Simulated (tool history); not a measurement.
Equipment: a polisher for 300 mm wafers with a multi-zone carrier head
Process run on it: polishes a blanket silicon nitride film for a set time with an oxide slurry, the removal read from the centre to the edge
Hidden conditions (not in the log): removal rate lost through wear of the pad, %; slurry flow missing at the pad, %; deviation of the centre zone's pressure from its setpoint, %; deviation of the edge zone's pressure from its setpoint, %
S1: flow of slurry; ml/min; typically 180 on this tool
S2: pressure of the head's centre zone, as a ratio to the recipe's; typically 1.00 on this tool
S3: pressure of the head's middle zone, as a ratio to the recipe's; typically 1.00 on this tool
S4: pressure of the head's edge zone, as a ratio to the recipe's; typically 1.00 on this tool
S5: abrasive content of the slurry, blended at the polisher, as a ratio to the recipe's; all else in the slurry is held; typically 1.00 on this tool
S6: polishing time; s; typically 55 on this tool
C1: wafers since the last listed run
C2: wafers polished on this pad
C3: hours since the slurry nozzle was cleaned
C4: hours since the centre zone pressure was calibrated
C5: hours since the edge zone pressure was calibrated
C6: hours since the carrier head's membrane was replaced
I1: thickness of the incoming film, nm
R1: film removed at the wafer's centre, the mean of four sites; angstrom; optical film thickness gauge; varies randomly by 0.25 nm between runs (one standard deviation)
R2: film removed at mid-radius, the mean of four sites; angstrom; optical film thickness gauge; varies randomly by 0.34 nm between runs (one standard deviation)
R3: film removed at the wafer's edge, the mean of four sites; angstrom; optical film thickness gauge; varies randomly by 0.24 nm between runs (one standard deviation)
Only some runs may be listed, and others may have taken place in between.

| run | hour | S1 | S2 | S3 | S4 | S5 | S6 | C1 | C2 | C3 | C4 | C5 | C6 | I1 | R1 | R2 | R3 |
|---|---|---|---|---|---|---|---|---|---|---|---|---|---|---|---|---|---|
| 1 | 0.0 | 180 | 1.00 | 1.00 | 1.00 | 1.00 | 55 | 0 | 4500 | 3.2 | 540.5 | 188.9 | 276.7 | 318.7 | 246 | 251 | 252 |
| 2 | 94.8 | 180 | 1.00 | 1.00 | 0.92 | 1.00 | 55 | 842 | 5342 | 98.0 | 635.3 | 283.7 | 371.5 | 317.8 | 247 | 253 | 242 |
| 3 | 149.5 | 180 | 1.00 | 1.00 | 1.00 | 1.00 | 42 | 485 | 5828 | 152.7 | 690.0 | 338.4 | 426.2 | 319.0 | 186 | 192 | 188 |
|  | 179.9 | worn pad replaced by a new one, of another model than before |
|  | 187.3 | centre zone pressure recalibrated |
| 4 | 187.8 | 180 | 0.89 | 0.95 | 1.00 | 1.00 | 46 | 286 | 52 | 191.0 | 0.5 | 376.7 | 464.5 | 318.8 | 203 | 222 | 232 |
| 5 | 254.5 | 180 | 1.00 | 1.00 | 1.00 | 1.00 | 55 | 592 | 645 | 257.7 | 67.2 | 443.4 | 531.2 | 320.3 | 261 | 270 | 274 |
| 6 | 296.8 | 180 | 1.00 | 1.00 | 1.00 | 1.00 | 55 | 375 | 1021 | 300.0 | 109.5 | 485.7 | 573.5 | 323.7 | 258 | 272 | 268 |
|  | 378.2 | carrier head's membrane replaced by a new one |
| 7 | 404.1 | 180 | 1.00 | 1.00 | 1.00 | 1.00 | 55 | 908 | 1930 | 407.3 | 216.8 | 593.0 | 25.9 | 324.6 | 258 | 268 | 263 |
| 8 | 460.5 | 180 | 1.10 | 1.00 | 0.96 | 1.00 | 55 | 501 | 2431 | 463.7 | 273.2 | 649.4 | 82.3 | 319.6 | 276 | 262 | 256 |
| 9 | 545.3 | 180 | 1.00 | 0.90 | 1.00 | 1.00 | 55 | 753 | 3184 | 548.5 | 358.0 | 734.2 | 167.1 | 317.8 | 247 | 236 | 257 |
| 10 | 623.6 | 225 | 1.00 | 1.00 | 1.00 | 1.00 | 55 | 695 | 3880 | 626.8 | 436.3 | 812.5 | 245.4 | 324.7 | 258 | 267 | 266 |
|  | 668.9 | slurry nozzle cleaned |
| 11 | 695.7 | 180 | 1.00 | 1.00 | 1.00 | 1.00 | 55 | 631 | 4511 | 26.8 | 508.4 | 884.6 | 317.5 | 320.7 | 245 | 254 | 255 |
| 12 | 768.3 | 135 | 1.00 | 1.00 | 0.91 | 0.80 | 55 | 645 | 5156 | 99.4 | 581.0 | 957.2 | 390.1 | 325.7 | 211 | 216 | 212 |
|  | 784.2 | centre zone pressure recalibrated |
|  | 826.9 | worn pad replaced by a new one |
| 13 | 859.8 | 180 | 1.00 | 1.00 | 1.00 | 1.00 | 55 | 759 | 291 | 190.9 | 75.6 | 1048.7 | 481.6 | 323.5 | 267 | 274 | 276 |
| 14 | 955.7 | 180 | 1.07 | 1.00 | 0.93 | 1.00 | 55 | 852 | 1143 | 286.8 | 171.5 | 1144.6 | 577.5 | 321.2 | 273 | 268 | 256 |
|  | 992.2 | carrier head's membrane replaced by a new one |
| 15 | 1036.6 | 125 | 1.00 | 1.05 | 1.00 | 1.10 | 48 | 674 | 1818 | 367.7 | 252.4 | 1225.5 | 44.4 | 319.6 | 204 | 220 | 217 |
| 16 | 1107.9 | 180 | 1.00 | 1.00 | 1.00 | 1.00 | 55 | 633 | 2451 | 439.0 | 323.7 | 1296.8 | 115.7 | 317.5 | 250 | 255 | 256 |
|  | 1119.7 | edge zone pressure recalibrated |
| 17 | 1210.8 | 180 | 1.00 | 0.94 | 1.00 | 1.00 | 37 | 896 | 3348 | 541.9 | 426.6 | 91.1 | 218.6 | 324.0 | 169 | 163 | 171 |
|  | 1372.1 | centre zone pressure recalibrated |
|  | 1415.2 | slurry nozzle cleaned |
|  | 1455.6 | worn pad replaced by a new one |
| 18 | 1526.2 | 180 | 1.00 | 1.00 | 1.00 | 1.00 | 55 | 2740 | 626 | 111.0 | 154.1 | 406.5 | 534.0 | 318.1 | 263 | 268 | 268 |
| 19 | 1575.0 | 180 | 1.00 | 1.00 | 0.95 | 1.00 | 63 | 433 | 1060 | 159.8 | 202.9 | 455.3 | 582.8 | 319.3 | 302 | 298 | 290 |
| 20 | 1670.7 | 140 | 1.09 | 1.00 | 0.96 | 1.00 | 70 | 850 | 1910 | 255.5 | 298.6 | 551.0 | 678.5 | 319.6 | 327 | 312 | 306 |
|  | 1731.7 | carrier head's membrane replaced by a new one |
| 21 | 1760.9 | 115 | 1.00 | 1.05 | 0.95 | 1.00 | 73 | 756 | 2667 | 345.7 | 388.8 | 641.2 | 29.2 | 319.6 | 284 | 306 | 303 |
| 22 | 1818.1 | 235 | 1.00 | 1.00 | 1.00 | 0.75 | 63 | 508 | 3175 | 402.9 | 446.0 | 698.4 | 86.4 | 313.1 | 275 | 279 | 266 |

3 ways to go on from here, each from the tool as it stands after run 22. What would each give?
| A | 1818.5 | 180 | 1.00 | 1.00 | 1.00 | 1.00 | 55 | 3 | 3179 | 403.3 | 446.4 | 698.8 | 86.8 | 316.6 | ? | ? | ? |
| B | 1818.5 | 200 | 1.00 | 1.09 | 1.07 | 1.00 | 55 | 3 | 3179 | 403.3 | 446.4 | 698.8 | 86.8 | 316.6 | ? | ? | ? |
| C | 1818.5 | 160 | 1.00 | 1.07 | 1.04 | 1.00 | 71 | 3 | 3179 | 403.3 | 446.4 | 698.8 | 86.8 | 316.6 | ? | ? | ? |

| run | R1 | R2 | R3 |
|---|---|---|---|
| A | 244 | 255 | 252 |
| B | 250 | 280 | 264 |
| C | 306 | 340 | 326 |
Without the tool's unlogged condition, the same runs would have read:
| run | R1 | R2 | R3 |
|---|---|---|---|
| A | 273 | 285 | 283 |
| B | 279 | 313 | 296 |
| C | 343 | 380 | 365 |
